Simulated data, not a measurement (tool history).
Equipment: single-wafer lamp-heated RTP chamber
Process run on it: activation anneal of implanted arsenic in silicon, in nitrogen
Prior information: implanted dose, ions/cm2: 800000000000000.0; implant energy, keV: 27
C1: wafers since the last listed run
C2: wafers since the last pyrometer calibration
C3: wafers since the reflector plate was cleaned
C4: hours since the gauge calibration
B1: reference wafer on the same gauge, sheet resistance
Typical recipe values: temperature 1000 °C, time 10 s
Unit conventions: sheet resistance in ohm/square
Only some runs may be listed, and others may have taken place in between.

{"run": 1, "hour": 0.0, "temperature": 1019, "time": 10, "C1": 0, "C2": 9226, "C3": 6572, "C4": 256.1, "B1": 147.42, "sheet resistance": 137.28}
{"hour": 41.8, "done": "pyrometer window cleaned and pyrometer calibrated"}
{"run": 2, "hour": 79.9, "temperature": 1019, "time": 10, "C1": 1366, "C2": 724, "C3": 7938, "C4": 336, "B1": 147.13, "sheet resistance": 137.98}
{"run": 3, "hour": 149.7, "temperature": 1019, "time": 10, "C1": 1326, "C2": 2050, "C3": 9265, "C4": 405.8, "B1": 146.87, "sheet resistance": 137.26}
{"run": 4, "hour": 249.5, "temperature": 1018, "time": 10, "C1": 1896, "C2": 3946, "C3": 11161, "C4": 505.6, "B1": 146.58, "sheet resistance": 136.86}
{"run": 5, "hour": 301.2, "temperature": 1013, "time": 10, "C1": 982, "C2": 4928, "C3": 12143, "C4": 557.3, "B1": 146.4, "sheet resistance": 137.35}
{"hour": 349.0, "done": "reflector plate cleaned"}
{"run": 6, "hour": 393.7, "temperature": 1013, "time": 10, "C1": 1605, "C2": 6534, "C3": 848, "C4": 649.8, "B1": 146.26, "sheet resistance": 138.26}
{"run": 7, "hour": 454.5, "temperature": 1000, "time": 14, "C1": 1155, "C2": 7689, "C3": 2003, "C4": 710.6, "B1": 146.13, "sheet resistance": 137.13}
{"run": 8, "hour": 519.3, "temperature": 1000, "time": 14, "C1": 1231, "C2": 8920, "C3": 3234, "C4": 775.4, "B1": 146.01, "sheet resistance": 137.13}
{"run": 9, "hour": 577.6, "temperature": 1000, "time": 14, "C1": 1107, "C2": 10028, "C3": 4342, "C4": 833.7, "B1": 145.97, "sheet resistance": 137.11}
{"hour": 632.7, "done": "pyrometer window cleaned and pyrometer calibrated"}
{"run": 10, "hour": 679.1, "temperature": 1000, "time": 10, "C1": 1776, "C2": 880, "C3": 6118, "C4": 935.2, "B1": 145.88, "sheet resistance": 138.84}
{"run": 11, "hour": 761.5, "temperature": 1000, "time": 13, "C1": 1565, "C2": 2446, "C3": 7684, "C4": 1017.6, "B1": 145.72, "sheet resistance": 137.55}
{"run": 12, "hour": 800.4, "temperature": 1000, "time": 13, "C1": 739, "C2": 3185, "C3": 8423, "C4": 1056.5, "B1": 145.77, "sheet resistance": 138.14}
{"run": 13, "hour": 1003.6, "temperature": 1000, "time": 13, "C1": 3860, "C2": 7045, "C3": 12283, "C4": 1259.7, "B1": 145.54, "sheet resistance": 137.33}
{"run": 14, "hour": 1086.1, "temperature": 1000, "time": 10, "C1": 1567, "C2": 8613, "C3": 13851, "C4": 1342.2, "B1": 145.45, "sheet resistance": 138.66}
{"hour": 1100.3, "done": "pyrometer window cleaned and pyrometer calibrated"}
{"hour": 1119.3, "done": "reflector plate cleaned"}
{"run": 15, "hour": 1136.7, "temperature": 1000, "time": 10, "C1": 657, "C2": 539, "C3": 329, "C4": 1392.8, "B1": 145.58, "sheet resistance": 138.95}
{"run": 16, "hour": 1224.7, "temperature": 979, "time": 10, "C1": 1671, "C2": 2211, "C3": 2001, "C4": 1480.8, "B1": 145.49, "sheet resistance": 142.48}
{"hour": 1286.1, "done": "gauge calibrated"}
{"run": 17, "hour": 1291.6, "temperature": 1000, "time": 10, "C1": 1271, "C2": 3482, "C3": 3272, "C4": 5.5, "B1": 147.82, "sheet resistance": 140.91}
{"run": 18, "hour": 1377.2, "temperature": 1016, "time": 7, "C1": 1626, "C2": 5108, "C3": 4899, "C4": 91.1, "B1": 147.2, "sheet resistance": 140.05}
{"run": 19, "hour": 1461.3, "temperature": 972, "time": 12, "C1": 1597, "C2": 6706, "C3": 6496, "C4": 175.2, "B1": 146.82, "sheet resistance": 144.47}
{"run": 20, "hour": 1512.8, "temperature": 970, "time": 10, "C1": 978, "C2": 7684, "C3": 7475, "C4": 226.7, "B1": 146.54, "sheet resistance": 144.72}
{"hour": 1587.7, "done": "pyrometer window cleaned and pyrometer calibrated"}
{"run": 21, "hour": 1590.9, "temperature": 1024, "time": 6, "C1": 1331, "C2": 60, "C3": 8807, "C4": 304.8, "B1": 146.3, "sheet resistance": 138.74}
{"run": 22, "hour": 1656.5, "temperature": 991, "time": 5, "C1": 1246, "C2": 1306, "C3": 10053, "C4": 370.4, "B1": 145.99, "sheet resistance": 144.81}
{"run": 23, "hour": 1716.0, "temperature": 1022, "time": 15, "C1": 1130, "C2": 2437, "C3": 11183, "C4": 429.9, "B1": 145.76, "sheet resistance": 133.64}
{"run": 24, "hour": 1773.6, "temperature": 970, "time": 10, "C1": 1094, "C2": 3531, "C3": 12278, "C4": 487.5, "B1": 145.73, "sheet resistance": 144.52}
{"run": 25, "hour": 1874.2, "temperature": 1000, "time": 15, "C1": 1911, "C2": 5442, "C3": 14189, "C4": 588.1, "B1": 145.44, "sheet resistance": 136.08}
{"hour": 1937.2, "done": "reflector plate cleaned"}
{"run": 26, "hour": 1956.4, "temperature": 1000, "time": 12, "C1": 1409, "C2": 6852, "C3": 365, "C4": 670.3, "B1": 145.25, "sheet resistance": 137.15}
{"run": 27, "hour": 1996.0, "temperature": 1012, "time": 7, "C1": 752, "C2": 7604, "C3": 1117, "C4": 709.9, "B1": 145.25, "sheet resistance": 138.93}
{"hour": 2085.1, "done": "pyrometer window cleaned and pyrometer calibrated"}
{"run": 28, "hour": 2096.4, "temperature": 982, "time": 4, "C1": 1755, "C2": 214, "C3": 2873, "C4": 810.3, "B1": 144.98, "sheet resistance": 146.22}
{"run": 29, "hour": 2283.0, "temperature": 1000, "time": 10, "C1": 3545, "C2": 3759, "C3": 6418, "C4": 996.9, "B1": 144.97, "sheet resistance": 138.41}
{"run": 30, "hour": 2331.3, "temperature": 1018, "time": 14, "C1": 917, "C2": 4676, "C3": 7336, "C4": 1045.2, "B1": 144.68, "sheet resistance": 133.61}
{"run": 31, "hour": 2435.3, "temperature": 981, "time": 13, "C1": 1975, "C2": 6652, "C3": 9311, "C4": 1149.2, "B1": 144.77, "sheet resistance": 140.07}
{"run": 32, "hour": 2517.0, "temperature": 1025, "time": 6, "C1": 1552, "C2": 8204, "C3": 10864, "C4": 1230.9, "B1": 144.67, "sheet resistance": 136.91}
{"run": 33, "hour": 2578.5, "temperature": 1023, "time": 8, "C1": 1168, "C2": 9373, "C3": 12032, "C4": 1292.4, "B1": 144.69, "sheet resistance": 135.77}
{"hour": 2618.3, "done": "pyrometer window cleaned and pyrometer calibrated"}
{"run": 34, "hour": 2618.8, "temperature": 971, "time": 14, "C1": 613, "C2": 10, "C3": 12646, "C4": 1332.7, "B1": 144.53, "sheet resistance": 140.98}
{"hour": 2695.3, "done": "gauge calibrated"}
{"run": 35, "hour": 2713.2, "temperature": 1000, "time": 10, "C1": 1793, "C2": 1803, "C3": 14439, "C4": 17.9, "B1": 148.01, "sheet resistance": 141.11}

The tool's hidden state at each run:
true wafer temperature minus pyrometer reading, K: 0 on each run
wafer temperature error from the tarnished reflector plate, K: 0 on each run
H1: gauge reads high (%)
run=1 H1=-0.403
run=2 H1=-0.609
run=3 H1=-0.764
run=4 H1=-0.952
run=5 H1=-1.04
run=6 H1=-1.17
run=7 H1=-1.24
run=8 H1=-1.31
run=9 H1=-1.37
run=10 H1=-1.45
run=11 H1=-1.51
run=12 H1=-1.53
run=13 H1=-1.63
run=14 H1=-1.66
run=15 H1=-1.68
run=16 H1=-1.7
run=17 H1=-0.157
run=18 H1=-0.513
run=19 H1=-0.809
run=20 H1=-0.968
run=21 H1=-1.18
run=22 H1=-1.34
run=23 H1=-1.46
run=24 H1=-1.57
run=25 H1=-1.73
run=26 H1=-1.84
run=27 H1=-1.89
run=28 H1=-1.99
run=29 H1=-2.14
run=30 H1=-2.17
run=31 H1=-2.23
run=32 H1=-2.27
run=33 H1=-2.29
run=34 H1=-2.3
run=35 H1=0.00471

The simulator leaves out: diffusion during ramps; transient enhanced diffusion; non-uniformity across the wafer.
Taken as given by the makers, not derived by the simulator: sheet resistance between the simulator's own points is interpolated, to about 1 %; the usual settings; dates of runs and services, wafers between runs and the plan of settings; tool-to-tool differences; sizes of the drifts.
